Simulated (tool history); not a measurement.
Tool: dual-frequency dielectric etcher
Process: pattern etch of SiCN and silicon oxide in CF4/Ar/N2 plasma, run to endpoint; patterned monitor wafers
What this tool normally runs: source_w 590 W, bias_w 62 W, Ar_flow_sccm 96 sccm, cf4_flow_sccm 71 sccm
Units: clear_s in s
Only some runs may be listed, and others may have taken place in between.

run     day  source_w  bias_w  Ar_flow_sccm  cf4_flow_sccm  incoming incoming film thickness, nm  clear_s
  1       0       590      62            96             71                                 12.12     13.6
  2   2.483       590      59            96             71                                 12.15       14
  3   3.988       590      62            96             71                                 12.06     13.4
  4   5.646       590      62            96             71                                 12.06     13.6
  5   9.412       590      62            96             71                                 12.08     13.3
     11.392  -- Ar flow controller replaced
  6  11.862       590      68           114             71                                  12.1     13.3
     15.046  -- wet clean of the chamber
  7   16.15       660      46           115             71                                 12.18     14.5
     16.325  -- bias power generator calibrated
  8  20.008       590      62            96             71                                 12.17     13.6
  9  24.146       590      62            96             71                                    12     13.4
      28.65  -- upper electrode replaced
 10  28.671       590      62            96             71                                 12.05     13.5
 11    31.2       590      62           103             71                                    12     13.6
 12  35.538       730      62            88             71                                 12.07     11.3
 13  39.804       530      53            76             65                                  12.1     15.4
     41.067  -- wet clean of the chamber
 14  43.538       590      62           103             71                                 12.14     13.7
     43.921  -- CF4 flow controller replaced
 15  47.771       470      52           114             71                                 12.19     18.3
     47.988  -- source power generator calibrated
 16  51.658       710      62            96             83                                 12.08       11
 17  54.825       590      62            96             71                                 12.21     13.5
 18  58.142       590      62            96             61                                 12.09     13.5
 19  60.604       590      51            96             71                                 11.98     14.1
     61.992  -- wet clean of the chamber
 20  64.362       590      62           110             64                                 12.13       14
 21  66.954       590      66           110             71                                 12.19     13.2
 22  69.271       590      76           110             85                                  12.1     12.3
 23  73.167       590      73            96             71                                 12.03     12.4
 24  75.358       590      62            96             71                                 12.06     13.2
 25  78.579       700      69            96             84                                 12.03     10.6

Consider 3 possible next runs. They are alternatives, not a sequence: every one starts from the tool as it was left by run 25. What does each give?
  A  78.596       590      62            96             71                                 11.99        ?
  B  78.596       670      72            96             85                                 11.99        ?
  C  78.596       710      75           110             66                                 11.99        ?

run  clear_s
  A     13.1
  B     10.9
  C     10.8
With the hidden condition removed and each run's random variation left untouched, the same runs would have given:
run  clear_s
  A     12.8
  B     10.6
  C     10.5
